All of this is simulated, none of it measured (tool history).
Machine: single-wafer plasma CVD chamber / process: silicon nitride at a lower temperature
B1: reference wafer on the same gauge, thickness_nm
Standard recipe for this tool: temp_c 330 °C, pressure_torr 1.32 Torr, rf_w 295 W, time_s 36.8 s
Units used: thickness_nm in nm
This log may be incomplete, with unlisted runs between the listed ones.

run 1 hour=0.0 | temp_c=330 pressure_torr=1.32 rf_w=295 time_s=36.8 | B1=38.593 | thickness_nm=39.952
run 2 hour=63.0 | temp_c=330 pressure_torr=1.32 rf_w=295 time_s=36.8 | B1=38.649 | thickness_nm=39.906
run 3 hour=247.6 | temp_c=330 pressure_torr=1.32 rf_w=295 time_s=36.8 | B1=38.591 | thickness_nm=40.016
run 4 hour=301.3 | temp_c=340 pressure_torr=1.32 rf_w=295 time_s=42.5 | B1=38.636 | thickness_nm=46.151
-- hour=337.2 showerhead replaced
-- hour=340.6 RF generator calibrated
run 5 hour=341.1 | temp_c=340 pressure_torr=1.32 rf_w=295 time_s=42.5 | B1=38.686 | thickness_nm=46.023
run 6 hour=380.7 | temp_c=330 pressure_torr=1.32 rf_w=285 time_s=36.8 | B1=38.615 | thickness_nm=39.149
-- hour=503.8 gauge calibrated
run 7 hour=535.2 | temp_c=330 pressure_torr=1.32 rf_w=285 time_s=36.8 | B1=38.567 | thickness_nm=39.384
-- hour=551.6 capacitance manometer re-zeroed and calibrated
run 8 hour=584.0 | temp_c=330 pressure_torr=1.32 rf_w=295 time_s=36.8 | B1=38.574 | thickness_nm=40.063
-- hour=622.0 thermocouple changed; heater temperature recalibrated
run 9 hour=637.6 | temp_c=330 pressure_torr=1.32 rf_w=295 time_s=36.8 | B1=38.526 | thickness_nm=40.124
run 10 hour=678.9 | temp_c=323 pressure_torr=1.32 rf_w=340 time_s=36.8 | B1=38.509 | thickness_nm=42.964
run 11 hour=726.6 | temp_c=323 pressure_torr=1.32 rf_w=340 time_s=36.8 | B1=38.460 | thickness_nm=42.669
run 12 hour=786.6 | temp_c=316 pressure_torr=1.53 rf_w=270 time_s=39.5 | B1=38.608 | thickness_nm=43.184
run 13 hour=817.7 | temp_c=330 pressure_torr=1.52 rf_w=295 time_s=36.8 | B1=38.487 | thickness_nm=41.608
run 14 hour=882.2 | temp_c=320 pressure_torr=1.55 rf_w=295 time_s=36.8 | B1=38.548 | thickness_nm=42.244
run 15 hour=914.5 | temp_c=344 pressure_torr=1.32 rf_w=295 time_s=36.8 | B1=38.496 | thickness_nm=39.777
run 16 hour=960.0 | temp_c=330 pressure_torr=1.32 rf_w=295 time_s=36.8 | B1=38.666 | thickness_nm=40.124
run 17 hour=987.8 | temp_c=344 pressure_torr=1.32 rf_w=295 time_s=36.8 | B1=38.659 | thickness_nm=39.749
run 18 hour=1027.4 | temp_c=335 pressure_torr=1.32 rf_w=270 time_s=36.8 | B1=38.568 | thickness_nm=37.978
-- hour=1059.7 gauge calibrated
run 19 hour=1090.9 | temp_c=330 pressure_torr=1.32 rf_w=295 time_s=33.6 | B1=38.549 | thickness_nm=36.499
run 20 hour=1122.0 | temp_c=324 pressure_torr=1.03 rf_w=325 time_s=40.0 | B1=38.557 | thickness_nm=41.934

3 ways to go on from here, each from the tool as it stands after run 20. What would each give?
run A hour=1122.4 | temp_c=330 pressure_torr=1.44 rf_w=295 time_s=36.8 | B1=? | thickness_nm=?
run B hour=1122.4 | temp_c=344 pressure_torr=1.43 rf_w=270 time_s=36.8 | B1=? | thickness_nm=?
run C hour=1122.4 | temp_c=319 pressure_torr=1.32 rf_w=240 time_s=40.2 | B1=? | thickness_nm=?

run=A B1=38.630 thickness_nm=41.052
run=B B1=38.630 thickness_nm=39.031
run=C B1=38.630 thickness_nm=39.593
Had the tool no hidden state, the same runs would have come out as:
run=A thickness_nm=41.052
run=B thickness_nm=39.031
run=C thickness_nm=39.593
